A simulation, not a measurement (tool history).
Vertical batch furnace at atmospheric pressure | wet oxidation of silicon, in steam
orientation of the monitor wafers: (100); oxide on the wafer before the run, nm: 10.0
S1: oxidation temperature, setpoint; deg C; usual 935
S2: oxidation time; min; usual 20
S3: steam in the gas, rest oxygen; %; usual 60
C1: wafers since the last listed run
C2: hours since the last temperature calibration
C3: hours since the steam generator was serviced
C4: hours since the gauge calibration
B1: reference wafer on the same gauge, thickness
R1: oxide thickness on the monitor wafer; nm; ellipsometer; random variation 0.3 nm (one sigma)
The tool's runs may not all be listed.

run 1 hour=0 | S1=935 S2=20 S3=60 | C1=0 C2=2311.9 C3=2058.9 C4=691.3 | B1=77.02 | R1=67.17
run 2 hour=29.7 | S1=935 S2=20 S3=60 | C1=368 C2=2341.6 C3=2088.6 C4=721 | B1=77.05 | R1=67.2
run 3 hour=75.4 | S1=935 S2=20 S3=60 | C1=567 C2=2387.3 C3=2134.3 C4=766.7 | B1=77.01 | R1=67.77
run 4 hour=146.3 | S1=935 S2=20 S3=60 | C1=880 C2=2458.2 C3=2205.2 C4=837.6 | B1=77.05 | R1=67.49
run 5 hour=178.3 | S1=935 S2=20 S3=60 | C1=397 C2=2490.2 C3=2237.2 C4=869.6 | B1=77.05 | R1=67.25
run 6 hour=216.6 | S1=935 S2=20 S3=60 | C1=475 C2=2528.5 C3=2275.5 C4=907.9 | B1=77.03 | R1=67.51
run 7 hour=247.8 | S1=935 S2=20 S3=60 | C1=387 C2=2559.7 C3=2306.7 C4=939.1 | B1=77.02 | R1=67.35
run 8 hour=275.3 | S1=926 S2=20 S3=60 | C1=341 C2=2587.2 C3=2334.2 C4=966.6 | B1=77 | R1=60.87
run 9 hour=328.8 | S1=926 S2=20 S3=60 | C1=664 C2=2640.7 C3=2387.7 C4=1020.1 | B1=77.03 | R1=61.17
run 10 hour=358.7 | S1=935 S2=13 S3=60 | C1=371 C2=2670.6 C3=2417.6 C4=1050 | B1=77.02 | R1=48.09
run 11 hour=389.6 | S1=935 S2=13 S3=60 | C1=383 C2=2701.5 C3=2448.5 C4=1080.9 | B1=76.9 | R1=48.05
run 12 hour=442.4 | S1=935 S2=13 S3=60 | C1=655 C2=2754.3 C3=2501.3 C4=1133.7 | B1=76.95 | R1=47.86
run 13 hour=475.8 | S1=951 S2=20 S3=65 | C1=414 C2=2787.7 C3=2534.7 C4=1167.1 | B1=77 | R1=85.78
-- hour=526.7 steam generator serviced
run 14 hour=533.8 | S1=919 S2=16 S3=60 | C1=422 C2=2845.7 C3=7.1 C4=1225.1 | B1=77 | R1=51.19
run 15 hour=583.5 | S1=935 S2=20 S3=60 | C1=616 C2=2895.4 C3=56.8 C4=1274.8 | B1=76.99 | R1=71.72
run 16 hour=608.7 | S1=935 S2=20 S3=60 | C1=312 C2=2920.6 C3=82 C4=1300 | B1=76.9 | R1=70.59
run 17 hour=647.4 | S1=935 S2=20 S3=60 | C1=480 C2=2959.3 C3=120.7 C4=1338.7 | B1=76.99 | R1=70.92
run 18 hour=683.1 | S1=935 S2=14.5 S3=55 | C1=443 C2=2995 C3=156.4 C4=1374.4 | B1=76.97 | R1=51.49
run 19 hour=751.5 | S1=935 S2=14.5 S3=55 | C1=849 C2=3063.4 C3=224.8 C4=1442.8 | B1=76.96 | R1=51.16
-- hour=788.7 thermocouples replaced and temperature profile calibrated
run 20 hour=798.7 | S1=952 S2=15 S3=64 | C1=288 C2=10 C3=272 C4=1490 | B1=76.99 | R1=66.82
run 21 hour=865.4 | S1=935 S2=24.5 S3=55 | C1=828 C2=76.7 C3=338.7 C4=1556.7 | B1=76.99 | R1=72.49
run 22 hour=931.7 | S1=923 S2=26 S3=51 | C1=823 C2=143 C3=405 C4=1623 | B1=76.98 | R1=63.08
run 23 hour=959.2 | S1=935 S2=20 S3=60 | C1=341 C2=170.5 C3=432.5 C4=1650.5 | B1=77.02 | R1=65.68
run 24 hour=992.1 | S1=947 S2=24.5 S3=56 | C1=408 C2=203.4 C3=465.4 C4=1683.4 | B1=77.07 | R1=84.24
run 25 hour=1042.8 | S1=935 S2=11 S3=72 | C1=629 C2=254.1 C3=516.1 C4=1734.1 | B1=76.9 | R1=47.75
run 26 hour=1071.2 | S1=935 S2=10.5 S3=64 | C1=352 C2=282.5 C3=544.5 C4=1762.5 | B1=76.98 | R1=42.45
run 27 hour=1097.7 | S1=951 S2=20 S3=60 | C1=328 C2=309 C3=571 C4=1789 | B1=77.03 | R1=79.36
run 28 hour=1129.1 | S1=935 S2=28.5 S3=60 | C1=389 C2=340.4 C3=602.4 C4=1820.4 | B1=76.98 | R1=87.19
run 29 hour=1194.3 | S1=950 S2=14.5 S3=60 | C1=809 C2=405.6 C3=667.6 C4=1885.6 | B1=76.97 | R1=60.63
run 30 hour=1244.1 | S1=935 S2=20 S3=49 | C1=618 C2=455.4 C3=717.4 C4=1935.4 | B1=76.93 | R1=55.8
run 31 hour=1313 | S1=935 S2=20 S3=60 | C1=855 C2=524.3 C3=786.3 C4=2004.3 | B1=77.03 | R1=65.9
-- hour=1340.2 gauge calibrated
run 32 hour=1369.6 | S1=935 S2=16.5 S3=60 | C1=702 C2=580.9 C3=842.9 C4=29.4 | B1=76.93 | R1=57.1
run 33 hour=1422.9 | S1=925 S2=28 S3=49 | C1=661 C2=634.2 C3=896.2 C4=82.7 | B1=77.01 | R1=66.05
run 34 hour=1463.2 | S1=910 S2=26.5 S3=55 | C1=500 C2=674.5 C3=936.5 C4=123 | B1=76.95 | R1=58.61
run 35 hour=1506 | S1=935 S2=20 S3=60 | C1=531 C2=717.3 C3=979.3 C4=165.8 | B1=77.03 | R1=66.31
run 36 hour=1571.3 | S1=935 S2=20 S3=60 | C1=810 C2=782.6 C3=1044.6 C4=231.1 | B1=76.93 | R1=66.25
run 37 hour=1621.6 | S1=935 S2=17.5 S3=65 | C1=624 C2=832.9 C3=1094.9 C4=281.4 | B1=76.98 | R1=63.3
run 38 hour=1652.7 | S1=952 S2=12 S3=70 | C1=386 C2=864 C3=1126 C4=312.5 | B1=77 | R1=59.86
run 39 hour=1691.6 | S1=935 S2=20 S3=60 | C1=482 C2=902.9 C3=1164.9 C4=351.4 | B1=76.98 | R1=66.29

3 ways to go on from here, each from the tool as it stands after run 39. What would each give?
run A hour=1695.7 | S1=935 S2=20 S3=60 | C1=50 C2=907 C3=1169 C4=355.5 | B1=? | R1=?
run B hour=1695.7 | S1=935 S2=25.5 S3=60 | C1=50 C2=907 C3=1169 C4=355.5 | B1=? | R1=?
run C hour=1695.7 | S1=952 S2=16.5 S3=60 | C1=50 C2=907 C3=1169 C4=355.5 | B1=? | R1=?

run=A B1=77.03 R1=66.64
run=B B1=77.03 R1=81.02
run=C B1=77.03 R1=68.89
Without the tool's hidden state the same runs would have given:
run=A R1=68.26
run=B R1=83.05
run=C R1=70.45
